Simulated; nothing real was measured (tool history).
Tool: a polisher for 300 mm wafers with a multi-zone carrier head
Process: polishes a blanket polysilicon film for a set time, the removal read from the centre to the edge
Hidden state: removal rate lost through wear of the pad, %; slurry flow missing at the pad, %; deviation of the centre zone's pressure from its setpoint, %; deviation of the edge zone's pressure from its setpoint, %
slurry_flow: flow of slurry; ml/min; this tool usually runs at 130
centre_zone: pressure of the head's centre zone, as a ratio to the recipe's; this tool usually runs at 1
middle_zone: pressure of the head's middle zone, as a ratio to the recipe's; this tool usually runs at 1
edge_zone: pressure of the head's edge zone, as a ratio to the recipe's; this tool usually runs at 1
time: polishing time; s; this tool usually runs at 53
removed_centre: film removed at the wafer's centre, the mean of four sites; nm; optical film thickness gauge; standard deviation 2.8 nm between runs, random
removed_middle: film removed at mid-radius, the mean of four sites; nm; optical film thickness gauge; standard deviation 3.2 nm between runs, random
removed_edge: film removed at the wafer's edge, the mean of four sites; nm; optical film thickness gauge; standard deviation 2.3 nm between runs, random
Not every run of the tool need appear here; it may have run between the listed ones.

run,day,slurry_flow,centre_zone,middle_zone,edge_zone,time,wafers since the last listed run,wafers polished on this pad,hours since the slurry nozzle was cleaned,hours since the centre zone pressure was calibrated,hours since the edge zone pressure was calibrated,hours since the carrier head's membrane was replaced,"incoming thickness of the incoming film, nm",removed_centre,removed_middle,removed_edge
1,0,130,1,1,1.04,47,0,83,196.8,460.8,469.3,939.4,1629.1,259.6,252.4,256.1
2,1.558,130,1,1,1.04,47,309,392,234.2,498.2,506.7,976.8,1625.3,261.9,249.2,257.1
3,3.642,130,1,1,1.04,47,413,806,284.2,548.2,556.7,1026.8,1633.4,256,252.1,251.5
4,6.888,130,1,1.04,1,53,643,1449,362.1,626.1,634.6,1104.7,1638.5,279.3,284.2,273.6
# day 8.342: worn pad replaced by a new one
5,8.362,130,1,1,0.97,65,259,3,397.5,661.5,670,1140.1,1615.3,353.6,355.4,346.7
# day 9.45: slurry nozzle cleaned
6,10.204,130,1,1,0.97,65,357,360,18.1,705.7,714.2,1184.3,1626.9,362.7,350,350.3
7,12.221,130,1,1,0.97,65,400,761,66.5,754.1,762.6,1232.7,1648.8,353.3,352.6,343.9
8,14.612,130,1,1,1,53,474,1235,123.9,811.5,820,1290.1,1636.6,286.6,282.3,280.5
# day 15.408: carrier head's membrane replaced by a new one, of another model than before
9,16.612,130,1,1,1,53,355,1590,171.9,859.5,868,28.9,1662.1,281.7,273.2,272.3
# day 17: worn pad replaced by a new one
10,18.746,130,1,1,1,53,390,346,223.1,910.7,919.2,80.1,1634,291.8,286.6,284.8
11,20.771,130,1,1,1,53,401,748,271.7,959.3,967.8,128.7,1664.7,289.1,284.6,283.2
12,22.092,130,1,1,1,53,262,1010,303.4,991,999.5,160.4,1637.7,284.3,279,282.4
13,23.396,130,1.04,1.11,1,53,258,1269,334.7,1022.3,1030.8,191.7,1631.7,293.9,292.7,279.5
14,24.767,110,1,1,1.11,47,271,1540,367.6,1055.2,1063.7,224.6,1627.9,239.3,236,251.3

Run 15 comes next. What will it give?
# day 26.038: worn pad replaced by a new one
15,27.625,155,0.91,1,0.9,53,533,314,436.2,1123.8,1132.3,293.2,1628.7,?,?,?

{"run 15": {"removed_centre": 292.4, "removed_middle": 297.4, "removed_edge": 277.2}}
The same run, on a tool lacking any hidden state, would have yielded removed_centre 293.1 nm, removed_middle 298 nm, removed_edge 277.8 nm.
